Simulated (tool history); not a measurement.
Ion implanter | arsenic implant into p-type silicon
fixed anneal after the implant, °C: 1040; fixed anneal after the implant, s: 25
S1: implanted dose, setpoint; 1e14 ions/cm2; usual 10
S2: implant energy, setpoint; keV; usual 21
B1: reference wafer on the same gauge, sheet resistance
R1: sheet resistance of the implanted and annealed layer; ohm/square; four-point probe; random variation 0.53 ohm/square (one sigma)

run      day     S1    S2      B1      R1
  1        0     10    21  129.08   118.7
  2    4.033  11.95    17  129.08  108.45
  3   10.354  11.95    17  128.97  108.78
  4   14.075     10  24.5  128.88  115.72
  5   17.108     10  24.5   129.1  115.23
  6   19.688  11.68    21  129.05  107.32
  7   22.788  11.68    21  128.89  107.99
  8   26.488     10    21  128.72  118.67
  9   36.183     10    21  129.01  118.96
 10    39.55     10    24  129.07  117.88
 11   43.746     10    24  128.82  116.18
 12   46.812     10    27  129.07  114.86
 13   49.833     10    27  129.04  114.42
 14     54.1     10    27  128.95  115.16
 15   58.483     10    25  129.13  115.55
 16     65.8     10    25  128.85  115.85
 17     68.3  12.01    27  128.78  102.91
 18   72.229   8.26    24  128.84  132.02
 19   74.962  12.51  23.5  129.08  102.05
 20   76.788     10    23  128.78  116.38
 21    79.05   8.13    21  129.11  137.44
 22   81.292     10    25  129.17   115.5
 23   83.633     10    21  129.34   118.9
 24   87.008  11.75    27  128.81  103.31
 25   89.058   7.54    27  128.96  141.08
 26   91.771     10    21  129.09  117.87
 27   95.508    7.8    16  129.07  144.39
 28   98.833     10    21  128.82  119.55
 29  101.058  12.54    18     129  104.67
 30  102.917  10.75    21   129.1  112.37
 31  107.038   7.21  25.5  129.12  146.07
 32  108.808  11.54    24   129.1  106.47
 33   111.65     10    21   128.9  118.86
 34  115.521     10    21  128.85   118.6
 35  119.183     10    27  129.11  114.73
 36  123.525  11.44  24.5  128.94  106.91
 37  125.617     10    21  129.02  119.16
 38  127.367     10    16  128.97  121.63

Not shown: 4 entries that the log had between the listed runs. Between which runs, and how does the tool's hidden state differ before and after?
Between runs 6 and 7: gauge calibrated (day 22.358)
  no hidden state differs between the two runs
Between runs 8 and 9: Faraday cup replaced and dose calibrated (day 27.538)
  no hidden state differs between the two runs
Between runs 26 and 27: extraction supply calibrated (day 94.742)
  no hidden state differs between the two runs
Between runs 35 and 36: Faraday cup replaced and dose calibrated (day 121.054)
  no hidden state differs between the two runs

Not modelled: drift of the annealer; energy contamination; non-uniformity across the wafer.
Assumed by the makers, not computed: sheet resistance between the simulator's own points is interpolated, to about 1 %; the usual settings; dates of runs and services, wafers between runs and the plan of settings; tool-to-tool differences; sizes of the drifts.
